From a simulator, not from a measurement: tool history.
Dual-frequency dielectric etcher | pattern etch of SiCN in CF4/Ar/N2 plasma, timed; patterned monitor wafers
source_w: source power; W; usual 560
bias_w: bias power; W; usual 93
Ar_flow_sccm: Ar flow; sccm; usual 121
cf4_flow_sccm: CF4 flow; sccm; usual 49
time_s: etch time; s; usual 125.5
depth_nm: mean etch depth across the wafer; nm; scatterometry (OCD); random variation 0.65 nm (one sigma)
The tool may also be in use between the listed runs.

| run | day | source_w | bias_w | Ar_flow_sccm | cf4_flow_sccm | time_s | read-back reference wafer on the same gauge, depth_nm | depth_nm |
|---|---|---|---|---|---|---|---|---|
| 1 | 0.000 | 560 | 93 | 121 | 49 | 145.0 | 123.1 | 142.2 |
| 2 | 3.654 | 510 | 87 | 102 | 49 | 125.5 | 123.1 | 120.3 |
|  | 5.108 | wet clean of the chamber |
| 3 | 7.371 | 560 | 93 | 121 | 53 | 125.5 | 122.9 | 126.5 |
|  | 9.750 | CF4 flow controller replaced |
| 4 | 19.967 | 560 | 93 | 121 | 49 | 125.5 | 123.0 | 124.0 |
| 5 | 22.729 | 510 | 93 | 121 | 49 | 125.5 | 123.0 | 117.2 |
|  | 25.529 | gauge calibrated |
| 6 | 25.554 | 560 | 111 | 130 | 58 | 125.5 | 123.1 | 132.9 |
| 7 | 30.508 | 560 | 93 | 121 | 49 | 160.5 | 123.0 | 160.0 |
|  | 32.671 | upper electrode replaced |
| 8 | 32.692 | 560 | 93 | 121 | 49 | 125.5 | 123.0 | 124.0 |
| 9 | 34.675 | 560 | 93 | 113 | 40 | 125.5 | 122.8 | 120.0 |
| 10 | 44.096 | 560 | 93 | 121 | 49 | 125.5 | 123.0 | 124.9 |
|  | 45.283 | wet clean of the chamber |
| 11 | 47.746 | 560 | 113 | 143 | 49 | 125.5 | 123.2 | 126.1 |
| 12 | 50.296 | 560 | 93 | 121 | 42 | 125.5 | 123.0 | 118.9 |
| 13 | 52.758 | 560 | 93 | 121 | 49 | 125.5 | 122.9 | 124.1 |
| 14 | 57.000 | 560 | 93 | 121 | 49 | 161.5 | 123.0 | 158.1 |
| 15 | 60.246 | 560 | 93 | 121 | 49 | 125.5 | 123.0 | 124.6 |
|  | 61.217 | bias power generator calibrated |
| 16 | 62.946 | 560 | 75 | 147 | 44 | 125.5 | 123.0 | 107.0 |
|  | 65.221 | source power generator calibrated |
| 17 | 67.133 | 560 | 93 | 121 | 49 | 125.5 | 122.9 | 123.9 |
| 18 | 69.521 | 560 | 93 | 131 | 49 | 125.5 | 123.1 | 121.5 |
| 19 | 73.267 | 560 | 93 | 121 | 49 | 99.0 | 123.0 | 97.7 |
| 20 | 77.667 | 650 | 101 | 121 | 43 | 144.0 | 122.9 | 155.1 |
| 21 | 81.217 | 560 | 115 | 121 | 58 | 125.5 | 123.0 | 136.7 |
|  | 83.300 | wet clean of the chamber |
| 22 | 84.271 | 560 | 104 | 121 | 49 | 125.5 | 123.1 | 128.9 |

What the log doesn't show, run by run:
etch rate over this chamber's usual, %: 0 in every run
source power that arrives over what is set, %: 0 in every run
bias power that arrives over what is set, %: 0 in every run
Ar flow that arrives over what is set, %: 0 in every run
CF4 flow that arrives over what is set, %: 0 in every run
gauge reads high (%): 0 in every run
